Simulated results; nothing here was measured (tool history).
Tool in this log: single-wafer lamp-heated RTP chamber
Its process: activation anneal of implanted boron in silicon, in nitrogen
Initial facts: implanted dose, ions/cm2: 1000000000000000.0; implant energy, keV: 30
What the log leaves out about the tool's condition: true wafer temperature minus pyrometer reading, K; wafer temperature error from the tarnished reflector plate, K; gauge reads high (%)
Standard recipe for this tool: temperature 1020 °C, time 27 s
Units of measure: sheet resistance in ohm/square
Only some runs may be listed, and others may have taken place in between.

run    hour  temperature  time  wafers since the last listed run  wafers since the last pyrometer calibration  wafers since the reflector plate was cleaned  hours since the gauge calibration  read-back reference wafer on the same gauge, sheet resistance  sheet resistance
  1     0.0         1020    27                                 0                                         4782                                          9888                             1297.3                                                         119.99            122.08
       65.7  -- pyrometer window cleaned and pyrometer calibrated
  2    66.2         1020    27                               496                                            3                                         10385                             1363.5                                                         120.04            122.22
  3   123.4         1020    27                               488                                          492                                         10874                             1420.7                                                         119.97            122.18
  4   166.1         1020    27                               364                                          856                                         11238                             1463.4                                                         119.96            122.10
  5   264.0         1020    27                               835                                         1692                                         12074                             1561.3                                                         119.98            121.71
      302.1  -- gauge calibrated
  6   309.2         1020    27                               385                                         2078                                         12460                                7.1                                                         120.02            122.61
  7   386.0         1020    27                               655                                         2734                                         13116                               83.9                                                         119.99            122.22
  8   447.2         1020    19                               522                                         3256                                         13638                              145.1                                                         119.97            122.32
      498.1  -- reflector plate cleaned
  9   511.5         1020    19                               480                                         3737                                           114                              209.4                                                         120.00            123.48
 10   563.3         1020    34                               442                                         4179                                           556                              261.2                                                         120.00            122.28
 11   655.9         1020    27                               790                                         4970                                          1347                              353.8                                                         120.01            122.64
      671.8  -- pyrometer window cleaned and pyrometer calibrated
 12   751.0         1020    27                               743                                          676                                          2090                              448.9                                                         119.99            122.44
 13   795.5         1020    27                               379                                         1055                                          2470                              493.4                                                         120.01            123.05
 14   844.8         1029    42                               420                                         1476                                          2891                              542.7                                                         120.00            121.36
 15   922.6         1033    13                               664                                         2141                                          3555                              620.5                                                         120.00            122.47
 16   967.8         1020    16                               385                                         2527                                          3941                              665.7                                                         119.96            122.83
 17  1012.8         1020    36                               384                                         2911                                          4326                              710.7                                                         119.97            122.04
 18  1078.5         1046    27                               560                                         3472                                          4887                              776.4                                                         120.00            120.43
 19  1157.1         1049    33                               671                                         4143                                          5558                              855.0                                                         119.98            120.03
 20  1233.7         1033    23                               653                                         4797                                          6212                              931.6                                                         120.01            121.42
 21  1282.4          997    38                               415                                         5213                                          6627                              980.3                                                         119.97            124.77
     1354.3  -- pyrometer window cleaned and pyrometer calibrated
 22  1354.8         1033    23                               549                                            4                                          7177                             1052.7                                                         119.98            121.72
 23  1420.1         1000    21                               557                                          561                                          7735                             1118.0                                                         120.00            125.72
 24  1496.5         1046    11                               652                                         1214                                          8387                             1194.4                                                         120.04            121.13
 25  1560.3         1020    27                               544                                         1758                                          8932                             1258.2                                                         119.99            122.40
 26  1608.5         1020    27                               411                                         2170                                          9343                             1306.4                                                         120.01            122.02
 27  1673.8         1020    27                               557                                         2727                                          9901                             1371.7                                                         119.97            122.33
 28  1742.0         1033    27                               582                                         3310                                         10483                             1439.9                                                         120.03            121.15
 29  1837.8         1020    27                               817                                         4128                                         11301                             1535.7                                                         119.97            122.10
     1848.6  -- gauge calibrated
 30  1930.8         1020    27                               794                                         4922                                         12095                               82.2                                                         120.01            122.16
 31  2009.4         1020    27                               671                                         5593                                         12766                              160.8                                                         120.00            121.81
 32  2060.2         1046    21                               433                                         6026                                         13200                              211.6                                                         120.02            120.43
     2075.4  -- pyrometer window cleaned and pyrometer calibrated
     2283.9  -- reflector plate cleaned
 33  2366.1         1020    27                              2475                                         2413                                           701                              517.5                                                         120.00            122.64
 34  2430.9         1020    27                               553                                         2967                                          1254                              582.3                                                         119.98            122.81
 35  2485.7         1006    27                               467                                         3434                                          1722                              637.1                                                         120.04            123.96

Hidden state or all else? Some run-to-run changes of sheet resistance, split into what the settings, what came in and random variation would give without the hidden state, and what is left for the hidden state (with any gauge scatter that isn't in both results):
Run 20 -> 21: temperature 1033 -> 997, time 23 -> 38. sheet resistance +3.35 ohm/square: hidden state -0.76, all else +4.11.
Run 22 -> 23: temperature 1033 -> 1000, time 23 -> 21. sheet resistance +4.00 ohm/square: hidden state -0.99, all else +4.99.
Run 23 -> 24: temperature 1000 -> 1046, time 21 -> 11. sheet resistance -4.59 ohm/square: hidden state +1.09, all else -5.68.

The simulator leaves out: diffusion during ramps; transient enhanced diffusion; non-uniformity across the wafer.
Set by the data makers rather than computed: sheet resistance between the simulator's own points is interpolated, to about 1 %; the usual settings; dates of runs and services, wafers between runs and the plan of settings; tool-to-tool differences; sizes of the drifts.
